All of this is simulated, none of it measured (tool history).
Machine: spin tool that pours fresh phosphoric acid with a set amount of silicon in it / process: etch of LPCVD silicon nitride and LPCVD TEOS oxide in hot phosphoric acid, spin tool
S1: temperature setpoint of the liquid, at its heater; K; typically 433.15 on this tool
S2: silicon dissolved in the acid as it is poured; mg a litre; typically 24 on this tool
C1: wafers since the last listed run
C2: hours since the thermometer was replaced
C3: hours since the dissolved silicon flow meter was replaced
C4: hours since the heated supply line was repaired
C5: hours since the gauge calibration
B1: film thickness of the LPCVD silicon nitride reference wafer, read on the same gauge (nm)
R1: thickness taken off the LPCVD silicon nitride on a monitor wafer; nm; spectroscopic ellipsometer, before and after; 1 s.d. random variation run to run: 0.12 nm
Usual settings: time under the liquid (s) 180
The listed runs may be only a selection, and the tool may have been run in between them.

{"run": 1, "hour": 0.0, "S1": 433.15, "S2": 24, "time under the liquid (s)": 180, "C1": 0, "C2": 691.4, "C3": 1752.1, "C4": 1200.3, "C5": 314.3, "B1": 129.98, "R1": 17.4}
{"run": 2, "hour": 15.5, "S1": 433.15, "S2": 24, "time under the liquid (s)": 180, "C1": 121, "C2": 706.9, "C3": 1767.6, "C4": 1215.8, "C5": 329.8, "B1": 129.99, "R1": 17.41}
{"run": 3, "hour": 25.8, "S1": 433.15, "S2": 24, "time under the liquid (s)": 180, "C1": 80, "C2": 717.2, "C3": 1777.9, "C4": 1226.1, "C5": 340.1, "B1": 130.01, "R1": 17.58}
{"hour": 30.1, "done": "dissolved silicon flow meter replaced"}
{"run": 4, "hour": 36.0, "S1": 433.15, "S2": 24, "time under the liquid (s)": 180, "C1": 72, "C2": 727.4, "C3": 5.9, "C4": 1236.3, "C5": 350.3, "B1": 129.98, "R1": 17.41}
{"run": 5, "hour": 51.2, "S1": 433.15, "S2": 24, "time under the liquid (s)": 180, "C1": 119, "C2": 742.6, "C3": 21.1, "C4": 1251.5, "C5": 365.5, "B1": 130.01, "R1": 17.52}
{"run": 6, "hour": 59.4, "S1": 433.15, "S2": 24, "time under the liquid (s)": 180, "C1": 64, "C2": 750.8, "C3": 29.3, "C4": 1259.7, "C5": 373.7, "B1": 129.99, "R1": 17.4}
{"hour": 63.3, "done": "thermometer replaced"}
{"run": 7, "hour": 66.1, "S1": 434.15, "S2": 24, "time under the liquid (s)": 135, "C1": 44, "C2": 2.8, "C3": 36, "C4": 1266.4, "C5": 380.4, "B1": 130, "R1": 13.64}
{"hour": 75.1, "done": "gauge calibrated"}
{"run": 8, "hour": 80.1, "S1": 434.15, "S2": 24, "time under the liquid (s)": 135, "C1": 109, "C2": 16.8, "C3": 50, "C4": 1280.4, "C5": 5, "B1": 130.02, "R1": 13.42}
{"run": 9, "hour": 92.5, "S1": 433.15, "S2": 30, "time under the liquid (s)": 180, "C1": 97, "C2": 29.2, "C3": 62.4, "C4": 1292.8, "C5": 17.4, "B1": 130.02, "R1": 17.33}
{"run": 10, "hour": 103.4, "S1": 430.15, "S2": 24, "time under the liquid (s)": 180, "C1": 85, "C2": 40.1, "C3": 73.3, "C4": 1303.7, "C5": 28.3, "B1": 130, "R1": 15.58}
{"run": 11, "hour": 117.4, "S1": 431.15, "S2": 24, "time under the liquid (s)": 150, "C1": 109, "C2": 54.1, "C3": 87.3, "C4": 1317.7, "C5": 42.3, "B1": 130.03, "R1": 13.71}

For run 12, what comes out?
{"run": 12, "hour": 124.9, "S1": 433.15, "S2": 24, "time under the liquid (s)": 180, "C1": 58, "C2": 61.6, "C3": 94.8, "C4": 1325.2, "C5": 49.8, "B1": "?", "R1": "?"}

Run 12 yielded B1 129.99, R1 17.55 nm.
The same run, on a tool lacking any hidden state, would have yielded R1 17.55 nm.
